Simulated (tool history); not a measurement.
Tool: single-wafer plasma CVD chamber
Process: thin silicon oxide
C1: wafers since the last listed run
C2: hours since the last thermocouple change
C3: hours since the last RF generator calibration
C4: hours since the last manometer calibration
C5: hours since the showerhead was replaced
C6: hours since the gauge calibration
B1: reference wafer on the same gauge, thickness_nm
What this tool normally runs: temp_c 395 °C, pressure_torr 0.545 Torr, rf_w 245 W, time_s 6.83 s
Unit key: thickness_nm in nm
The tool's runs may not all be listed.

run 1 hour=0.0 | temp_c=395 pressure_torr=0.545 rf_w=245 time_s=6.83 | C1=0 C2=1535.3 C3=474.2 C4=2659.3 C5=8313.3 C6=873.0 | B1=7.470 | thickness_nm=7.054
run 2 hour=30.4 | temp_c=395 pressure_torr=0.545 rf_w=245 time_s=6.83 | C1=426 C2=1565.7 C3=504.6 C4=2689.7 C5=8343.7 C6=903.4 | B1=7.481 | thickness_nm=6.986
run 3 hour=51.3 | temp_c=395 pressure_torr=0.545 rf_w=245 time_s=6.83 | C1=293 C2=1586.6 C3=525.5 C4=2710.6 C5=8364.6 C6=924.3 | B1=7.479 | thickness_nm=7.021
run 4 hour=79.1 | temp_c=395 pressure_torr=0.545 rf_w=245 time_s=6.83 | C1=390 C2=1614.4 C3=553.3 C4=2738.4 C5=8392.4 C6=952.1 | B1=7.478 | thickness_nm=7.042
-- hour=93.3 thermocouple changed; heater temperature recalibrated
run 5 hour=96.6 | temp_c=395 pressure_torr=0.545 rf_w=245 time_s=6.83 | C1=133 C2=3.3 C3=570.8 C4=2755.9 C5=8409.9 C6=969.6 | B1=7.475 | thickness_nm=7.043
run 6 hour=122.7 | temp_c=395 pressure_torr=0.441 rf_w=245 time_s=6.83 | C1=366 C2=29.4 C3=596.9 C4=2782.0 C5=8436.0 C6=995.7 | B1=7.480 | thickness_nm=5.678
run 7 hour=157.8 | temp_c=386 pressure_torr=0.545 rf_w=245 time_s=6.83 | C1=492 C2=64.5 C3=632.0 C4=2817.1 C5=8471.1 C6=1030.8 | B1=7.484 | thickness_nm=7.080
run 8 hour=188.3 | temp_c=386 pressure_torr=0.545 rf_w=245 time_s=6.83 | C1=428 C2=95.0 C3=662.5 C4=2847.6 C5=8501.6 C6=1061.3 | B1=7.496 | thickness_nm=7.077
-- hour=263.0 gauge calibrated
-- hour=265.3 capacitance manometer re-zeroed and calibrated
run 9 hour=293.1 | temp_c=395 pressure_torr=0.545 rf_w=245 time_s=6.83 | C1=1358 C2=199.8 C3=767.3 C4=27.8 C5=8606.4 C6=30.1 | B1=7.288 | thickness_nm=6.821
run 10 hour=309.7 | temp_c=395 pressure_torr=0.545 rf_w=245 time_s=6.83 | C1=232 C2=216.4 C3=783.9 C4=44.4 C5=8623.0 C6=46.7 | B1=7.299 | thickness_nm=6.858
run 11 hour=339.4 | temp_c=395 pressure_torr=0.545 rf_w=285 time_s=7.61 | C1=416 C2=246.1 C3=813.6 C4=74.1 C5=8652.7 C6=76.4 | B1=7.328 | thickness_nm=7.948
run 12 hour=354.8 | temp_c=395 pressure_torr=0.545 rf_w=245 time_s=6.83 | C1=216 C2=261.5 C3=829.0 C4=89.5 C5=8668.1 C6=91.8 | B1=7.337 | thickness_nm=6.894
run 13 hour=384.9 | temp_c=395 pressure_torr=0.437 rf_w=220 time_s=6.83 | C1=422 C2=291.6 C3=859.1 C4=119.6 C5=8698.2 C6=121.9 | B1=7.365 | thickness_nm=5.416
run 14 hour=414.3 | temp_c=395 pressure_torr=0.448 rf_w=290 time_s=8.00 | C1=412 C2=321.0 C3=888.5 C4=149.0 C5=8727.6 C6=151.3 | B1=7.379 | thickness_nm=6.935
run 15 hour=448.7 | temp_c=395 pressure_torr=0.545 rf_w=245 time_s=6.83 | C1=482 C2=355.4 C3=922.9 C4=183.4 C5=8762.0 C6=185.7 | B1=7.400 | thickness_nm=6.954
-- hour=469.3 showerhead replaced
run 16 hour=469.8 | temp_c=384 pressure_torr=0.545 rf_w=215 time_s=6.00 | C1=183 C2=376.5 C3=944.0 C4=204.5 C5=0.5 C6=206.8 | B1=7.405 | thickness_nm=5.986
-- hour=490.7 RF generator calibrated
run 17 hour=491.2 | temp_c=383 pressure_torr=0.630 rf_w=270 time_s=5.74 | C1=188 C2=397.9 C3=0.5 C4=225.9 C5=21.9 C6=228.2 | B1=7.419 | thickness_nm=6.969
run 18 hour=511.0 | temp_c=384 pressure_torr=0.460 rf_w=275 time_s=6.38 | C1=277 C2=417.7 C3=20.3 C4=245.7 C5=41.7 C6=248.0 | B1=7.430 | thickness_nm=5.722
run 19 hour=540.9 | temp_c=395 pressure_torr=0.545 rf_w=245 time_s=6.83 | C1=419 C2=447.6 C3=50.2 C4=275.6 C5=71.6 C6=277.9 | B1=7.448 | thickness_nm=6.974
run 20 hour=572.5 | temp_c=395 pressure_torr=0.545 rf_w=245 time_s=6.83 | C1=443 C2=479.2 C3=81.8 C4=307.2 C5=103.2 C6=309.5 | B1=7.452 | thickness_nm=7.004
run 21 hour=594.8 | temp_c=408 pressure_torr=0.545 rf_w=245 time_s=6.83 | C1=312 C2=501.5 C3=104.1 C4=329.5 C5=125.5 C6=331.8 | B1=7.463 | thickness_nm=6.931
run 22 hour=614.5 | temp_c=395 pressure_torr=0.545 rf_w=245 time_s=6.83 | C1=276 C2=521.2 C3=123.8 C4=349.2 C5=145.2 C6=351.5 | B1=7.467 | thickness_nm=7.051
run 23 hour=645.4 | temp_c=395 pressure_torr=0.545 rf_w=245 time_s=7.54 | C1=433 C2=552.1 C3=154.7 C4=380.1 C5=176.1 C6=382.4 | B1=7.479 | thickness_nm=7.757
run 24 hour=660.3 | temp_c=407 pressure_torr=0.545 rf_w=200 time_s=7.85 | C1=209 C2=567.0 C3=169.6 C4=395.0 C5=191.0 C6=397.3 | B1=7.487 | thickness_nm=7.676
run 25 hour=690.1 | temp_c=395 pressure_torr=0.468 rf_w=245 time_s=6.83 | C1=418 C2=596.8 C3=199.4 C4=424.8 C5=220.8 C6=427.1 | B1=7.491 | thickness_nm=6.040
run 26 hour=717.0 | temp_c=395 pressure_torr=0.545 rf_w=245 time_s=7.85 | C1=377 C2=623.7 C3=226.3 C4=451.7 C5=247.7 C6=454.0 | B1=7.507 | thickness_nm=8.149
run 27 hour=731.9 | temp_c=395 pressure_torr=0.545 rf_w=245 time_s=6.83 | C1=209 C2=638.6 C3=241.2 C4=466.6 C5=262.6 C6=468.9 | B1=7.504 | thickness_nm=7.034
run 28 hour=753.0 | temp_c=395 pressure_torr=0.545 rf_w=245 time_s=6.83 | C1=296 C2=659.7 C3=262.3 C4=487.7 C5=283.7 C6=490.0 | B1=7.511 | thickness_nm=7.091
run 29 hour=782.2 | temp_c=384 pressure_torr=0.430 rf_w=265 time_s=6.21 | C1=409 C2=688.9 C3=291.5 C4=516.9 C5=312.9 C6=519.2 | B1=7.519 | thickness_nm=5.179
run 30 hour=803.3 | temp_c=395 pressure_torr=0.504 rf_w=220 time_s=7.87 | C1=296 C2=710.0 C3=312.6 C4=538.0 C5=334.0 C6=540.3 | B1=7.519 | thickness_nm=7.376

3 options for the next run, each taken on its own from the tool as it stands now. Forecast them:
run A hour=803.7 | temp_c=395 pressure_torr=0.545 rf_w=265 time_s=6.83 | C1=5 C2=710.4 C3=313.0 C4=538.4 C5=334.4 C6=540.7 | B1=? | thickness_nm=?
run B hour=803.7 | temp_c=395 pressure_torr=0.645 rf_w=245 time_s=7.19 | C1=5 C2=710.4 C3=313.0 C4=538.4 C5=334.4 C6=540.7 | B1=? | thickness_nm=?
run C hour=803.7 | temp_c=395 pressure_torr=0.545 rf_w=280 time_s=6.83 | C1=5 C2=710.4 C3=313.0 C4=538.4 C5=334.4 C6=540.7 | B1=? | thickness_nm=?

run=A B1=7.514 thickness_nm=7.210
run=B B1=7.514 thickness_nm=8.800
run=C B1=7.514 thickness_nm=7.302
What these runs would have given with no unlogged condition in the tool:
run=A thickness_nm=6.892
run=B thickness_nm=8.412
run=C thickness_nm=6.981
